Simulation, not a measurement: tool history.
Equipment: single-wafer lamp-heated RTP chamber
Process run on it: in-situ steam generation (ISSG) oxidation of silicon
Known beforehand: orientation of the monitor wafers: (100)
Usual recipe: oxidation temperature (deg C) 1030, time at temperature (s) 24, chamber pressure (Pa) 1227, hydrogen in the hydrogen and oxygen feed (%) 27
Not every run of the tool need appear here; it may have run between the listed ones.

run,hour,oxidation temperature (deg C),time at temperature (s),chamber pressure (Pa),hydrogen in the hydrogen and oxygen feed (%),wafers since the last listed run,wafers since the last pyrometer calibration,hours since the pressure gauge was zeroed,hours since the hydrogen flow controller was replaced,hours since the gauge calibration,"read-back reference wafer on the same gauge, thickness",oxide thickness on the monitor wafer (nm)
1,0.0,1030,24,1227,27,0,345,1802.6,3901.7,1655.2,7.662,6.940
2,35.7,1030,24,1227,27,445,791,1838.3,3937.4,1690.9,7.650,7.013
3,67.2,1030,24,1227,32,393,1184,1869.8,3968.9,1722.4,7.650,7.351
4,120.9,1030,24,1227,32,670,1855,1923.5,4022.6,1776.1,7.645,7.380
5,187.8,1030,24,1227,27,835,2691,1990.4,4089.5,1843.0,7.650,7.137
6,256.5,1030,24,1227,27,858,3549,2059.1,4158.2,1911.7,7.648,7.144
7,301.6,1030,24,1227,27,563,4112,2104.2,4203.3,1956.8,7.650,7.200
8,337.5,1030,24,1227,27,448,4561,2140.1,4239.2,1992.7,7.654,7.160
9,406.8,1020,28,1360,20,865,5426,2209.4,4308.5,2062.0,7.641,6.827
# hour 452.1: pyrometer window cleaned and pyrometer calibrated
10,457.7,1030,24,1227,27,535,70,2260.3,4359.4,2112.9,7.663,6.947
11,537.0,1030,24,1227,27,990,1060,2339.6,4438.7,2192.2,7.647,7.099
12,603.4,1045,24,1173,27,829,1890,2406.0,4505.1,2258.6,7.662,7.754
13,628.5,1030,24,1227,31,313,2203,2431.1,4530.2,2283.7,7.651,7.422
# hour 645.6: hydrogen flow controller replaced
14,686.8,1030,30,1227,27,628,2832,2489.4,41.2,2342.0,7.656,8.073
15,758.7,1022,24,1067,32,898,3730,2561.3,113.1,2413.9,7.661,7.249
# hour 779.9: pressure gauge zeroed
16,788.5,1048,24,1227,27,272,4002,8.6,142.9,2443.7,7.653,7.969
# hour 809.3: gauge calibrated
# hour 887.1: pyrometer window cleaned and pyrometer calibrated
17,994.2,1030,24,1227,27,2469,1338,214.3,348.6,184.9,7.653,7.067
18,1055.4,1030,24,1227,27,764,2102,275.5,409.8,246.1,7.652,7.170
19,1123.0,1014,33,1227,27,844,2946,343.1,477.4,313.7,7.657,7.798
20,1170.9,1038,16,1080,19,598,3545,391.0,525.3,361.6,7.661,5.706
21,1197.6,1030,24,1227,27,333,3878,417.7,552.0,388.3,7.640,7.230
22,1228.1,1030,32,1333,27,380,4259,448.2,582.5,418.8,7.646,8.302
23,1286.4,1036,24,1360,22,728,4988,506.5,640.8,477.1,7.660,6.983
24,1329.7,1050,28,1227,18,540,5528,549.8,684.1,520.4,7.656,8.032
25,1383.3,1035,30,1107,24,669,6198,603.4,737.7,574.0,7.649,8.230
# hour 1402.4: pyrometer window cleaned and pyrometer calibrated
26,1425.6,1030,17,1227,32,428,289,645.7,780.0,616.3,7.652,6.119
27,1477.2,1030,24,1227,24,644,933,697.3,831.6,667.9,7.653,6.860
28,1541.7,1040,16,1227,27,805,1739,761.8,896.1,732.4,7.637,6.145
29,1567.5,1030,16,1227,27,322,2061,787.6,921.9,758.2,7.654,5.811
30,1598.9,1039,18,1227,27,392,2453,819.0,953.3,789.6,7.646,6.467
31,1652.0,1030,24,1227,27,663,3117,872.1,1006.4,842.7,7.647,7.188

Branching from run 31: 4 alternative next runs. What would each branch give?
A,1652.4,1030,24,1227,27,4,3122,872.5,1006.8,843.1,?,?
B,1652.4,1025,28,1053,18,4,3122,872.5,1006.8,843.1,?,?
C,1652.4,1030,17,1227,27,4,3122,872.5,1006.8,843.1,?,?
D,1652.4,1030,19,1227,27,4,3122,872.5,1006.8,843.1,?,?

run,"read-back reference wafer on the same gauge, thickness",oxide thickness on the monitor wafer (nm)
A,7.644,7.208
B,7.644,7.015
C,7.644,6.065
D,7.644,6.407
With the hidden condition removed and each run's random variation left untouched, the same runs would have given:
run,oxide thickness on the monitor wafer (nm)
A,6.962
B,6.774
C,5.874
D,6.199
